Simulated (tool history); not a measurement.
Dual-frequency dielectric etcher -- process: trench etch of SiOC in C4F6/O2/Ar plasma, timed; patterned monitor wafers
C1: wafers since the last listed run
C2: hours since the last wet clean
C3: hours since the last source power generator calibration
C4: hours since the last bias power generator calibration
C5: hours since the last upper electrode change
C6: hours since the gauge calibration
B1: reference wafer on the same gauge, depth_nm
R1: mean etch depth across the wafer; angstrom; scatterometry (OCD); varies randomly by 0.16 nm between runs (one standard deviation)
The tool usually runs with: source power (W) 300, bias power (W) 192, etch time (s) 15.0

run 1 hour=0.0 | source_power_(W)=300 bias_power_(W)=192 etch_time_(s)=15.0 | C1=0 C2=296.9 C3=1972.8 C4=1924.9 C5=3733.2 C6=147.4 | B1=28.33 | R1=305.8
-- hour=34.1 gauge calibrated
run 2 hour=34.6 | source_power_(W)=300 bias_power_(W)=192 etch_time_(s)=15.0 | C1=456 C2=331.5 C3=2007.4 C4=1959.5 C5=3767.8 C6=0.5 | B1=28.29 | R1=304.8
run 3 hour=110.0 | source_power_(W)=300 bias_power_(W)=192 etch_time_(s)=15.0 | C1=995 C2=406.9 C3=2082.8 C4=2034.9 C5=3843.2 C6=75.9 | B1=28.30 | R1=308.3
run 4 hour=139.4 | source_power_(W)=300 bias_power_(W)=172 etch_time_(s)=18.5 | C1=388 C2=436.3 C3=2112.2 C4=2064.3 C5=3872.6 C6=105.3 | B1=28.27 | R1=367.5
run 5 hour=162.7 | source_power_(W)=300 bias_power_(W)=192 etch_time_(s)=15.0 | C1=307 C2=459.6 C3=2135.5 C4=2087.6 C5=3895.9 C6=128.6 | B1=28.30 | R1=307.2
run 6 hour=175.2 | source_power_(W)=300 bias_power_(W)=192 etch_time_(s)=15.0 | C1=165 C2=472.1 C3=2148.0 C4=2100.1 C5=3908.4 C6=141.1 | B1=28.30 | R1=303.1
run 7 hour=192.4 | source_power_(W)=300 bias_power_(W)=192 etch_time_(s)=15.0 | C1=227 C2=489.3 C3=2165.2 C4=2117.3 C5=3925.6 C6=158.3 | B1=28.33 | R1=304.8
-- hour=212.2 bias power generator calibrated
-- hour=236.5 wet clean of the chamber
-- hour=243.7 upper electrode replaced
run 8 hour=244.2 | source_power_(W)=300 bias_power_(W)=192 etch_time_(s)=15.0 | C1=219 C2=7.7 C3=2217.0 C4=32.0 C5=0.5 C6=210.1 | B1=28.28 | R1=307.3
run 9 hour=244.5 | source_power_(W)=320 bias_power_(W)=205 etch_time_(s)=15.0 | C1=3 C2=8.0 C3=2217.3 C4=32.3 C5=0.8 C6=210.4 | B1=28.30 | R1=321.1
-- hour=269.2 gauge calibrated
-- hour=303.9 source power generator calibrated
run 10 hour=312.2 | source_power_(W)=250 bias_power_(W)=233 etch_time_(s)=13.5 | C1=840 C2=75.7 C3=8.3 C4=100.0 C5=68.5 C6=43.0 | B1=28.28 | R1=267.6
run 11 hour=328.9 | source_power_(W)=330 bias_power_(W)=214 etch_time_(s)=11.0 | C1=220 C2=92.4 C3=25.0 C4=116.7 C5=85.2 C6=59.7 | B1=28.33 | R1=238.2
run 12 hour=354.8 | source_power_(W)=300 bias_power_(W)=192 etch_time_(s)=15.0 | C1=341 C2=118.3 C3=50.9 C4=142.6 C5=111.1 C6=85.6 | B1=28.33 | R1=305.0
run 13 hour=369.7 | source_power_(W)=300 bias_power_(W)=156 etch_time_(s)=10.5 | C1=196 C2=133.2 C3=65.8 C4=157.5 C5=126.0 C6=100.5 | B1=28.29 | R1=206.2
run 14 hour=385.4 | source_power_(W)=300 bias_power_(W)=192 etch_time_(s)=15.0 | C1=207 C2=148.9 C3=81.5 C4=173.2 C5=141.7 C6=116.2 | B1=28.35 | R1=308.1

Below are 4 alternative next runs, each starting from the tool's condition after run 14. Predict each:
run A hour=385.8 | source_power_(W)=300 bias_power_(W)=192 etch_time_(s)=15.0 | C1=5 C2=149.3 C3=81.9 C4=173.6 C5=142.1 C6=116.6 | B1=? | R1=?
run B hour=385.8 | source_power_(W)=250 bias_power_(W)=192 etch_time_(s)=12.0 | C1=5 C2=149.3 C3=81.9 C4=173.6 C5=142.1 C6=116.6 | B1=? | R1=?
run C hour=385.8 | source_power_(W)=240 bias_power_(W)=153 etch_time_(s)=19.0 | C1=5 C2=149.3 C3=81.9 C4=173.6 C5=142.1 C6=116.6 | B1=? | R1=?
run D hour=385.8 | source_power_(W)=300 bias_power_(W)=236 etch_time_(s)=15.0 | C1=5 C2=149.3 C3=81.9 C4=173.6 C5=142.1 C6=116.6 | B1=? | R1=?

run=A B1=28.34 R1=305.4
run=B B1=28.34 R1=227.1
run=C B1=28.34 R1=336.2
run=D B1=28.34 R1=321.0
Without the tool's unlogged condition, the same runs would have read:
run=A R1=305.4
run=B R1=227.1
run=C R1=336.2
run=D R1=321.0
